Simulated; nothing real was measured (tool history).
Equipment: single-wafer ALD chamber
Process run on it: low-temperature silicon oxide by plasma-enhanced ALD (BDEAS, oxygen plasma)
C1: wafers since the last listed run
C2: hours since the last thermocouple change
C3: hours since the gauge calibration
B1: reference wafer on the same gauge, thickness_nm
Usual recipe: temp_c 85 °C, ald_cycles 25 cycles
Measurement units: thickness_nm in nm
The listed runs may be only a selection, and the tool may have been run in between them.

run 1 day=0 | temp_c=85 ald_cycles=25 | C1=0 C2=988.6 C3=269.4 | B1=3.422 | thickness_nm=3.5
run 2 day=0.825 | temp_c=85 ald_cycles=25 | C1=123 C2=1008.4 C3=289.2 | B1=3.422 | thickness_nm=3.491
run 3 day=1.904 | temp_c=73 ald_cycles=25 | C1=161 C2=1034.3 C3=315.1 | B1=3.424 | thickness_nm=3.678
-- day=2.271 gauge calibrated
run 4 day=2.567 | temp_c=73 ald_cycles=25 | C1=98 C2=1050.2 C3=7.1 | B1=3.419 | thickness_nm=3.66
run 5 day=3.862 | temp_c=85 ald_cycles=24 | C1=193 C2=1081.3 C3=38.2 | B1=3.42 | thickness_nm=3.363
run 6 day=6.942 | temp_c=85 ald_cycles=24 | C1=459 C2=1155.2 C3=112.1 | B1=3.424 | thickness_nm=3.359
run 7 day=8 | temp_c=85 ald_cycles=25 | C1=158 C2=1180.6 C3=137.5 | B1=3.419 | thickness_nm=3.498
run 8 day=8.867 | temp_c=85 ald_cycles=25 | C1=129 C2=1201.4 C3=158.3 | B1=3.422 | thickness_nm=3.508
run 9 day=10.067 | temp_c=85 ald_cycles=25 | C1=179 C2=1230.2 C3=187.1 | B1=3.415 | thickness_nm=3.495
run 10 day=11.062 | temp_c=97 ald_cycles=24 | C1=148 C2=1254.1 C3=211 | B1=3.417 | thickness_nm=3.241
run 11 day=12.508 | temp_c=79 ald_cycles=25 | C1=215 C2=1288.8 C3=245.7 | B1=3.418 | thickness_nm=3.555
run 12 day=13.746 | temp_c=85 ald_cycles=30 | C1=184 C2=1318.5 C3=275.4 | B1=3.417 | thickness_nm=4.195
-- day=13.796 gauge calibrated
run 13 day=14.558 | temp_c=85 ald_cycles=25 | C1=121 C2=1338 C3=18.3 | B1=3.421 | thickness_nm=3.476
-- day=16.142 thermocouple changed; heater temperature recalibrated
run 14 day=16.162 | temp_c=85 ald_cycles=23 | C1=189 C2=0.5 C3=56.8 | B1=3.42 | thickness_nm=3.286
run 15 day=17.238 | temp_c=85 ald_cycles=25 | C1=160 C2=26.3 C3=82.6 | B1=3.417 | thickness_nm=3.563
run 16 day=18.433 | temp_c=72 ald_cycles=23 | C1=178 C2=55 C3=111.3 | B1=3.421 | thickness_nm=3.425
run 17 day=19.354 | temp_c=70 ald_cycles=20 | C1=137 C2=77.1 C3=133.4 | B1=3.423 | thickness_nm=3.003
run 18 day=21.629 | temp_c=99 ald_cycles=27 | C1=339 C2=131.7 C3=188 | B1=3.419 | thickness_nm=3.666
run 19 day=22.925 | temp_c=99 ald_cycles=22 | C1=193 C2=162.8 C3=219.1 | B1=3.419 | thickness_nm=2.981

Subtracting, for every run, the result it would have given without the tool's unlogged condition from the measured result gives the following. The same run-to-run variation enters both numbers; the gauge's scatter may not:
The hidden state here: wafer temperature above the value expected at the setpoint (K); gauge reads high (%).
run=1 thickness_nm=-0.058
run=2 thickness_nm=-0.059
run=3 thickness_nm=-0.061
run=4 thickness_nm=-0.061
run=5 thickness_nm=-0.061
run=6 thickness_nm=-0.064
run=7 thickness_nm=-0.068
run=8 thickness_nm=-0.07
run=9 thickness_nm=-0.071
run=10 thickness_nm=-0.053
run=11 thickness_nm=-0.074
run=12 thickness_nm=-0.091
run=13 thickness_nm=-0.077
run=14 thickness_nm=-0.011
run=15 thickness_nm=-0.013
run=16 thickness_nm=-0.014
run=17 thickness_nm=-0.013
run=18 thickness_nm=-0.017
run=19 thickness_nm=-0.015

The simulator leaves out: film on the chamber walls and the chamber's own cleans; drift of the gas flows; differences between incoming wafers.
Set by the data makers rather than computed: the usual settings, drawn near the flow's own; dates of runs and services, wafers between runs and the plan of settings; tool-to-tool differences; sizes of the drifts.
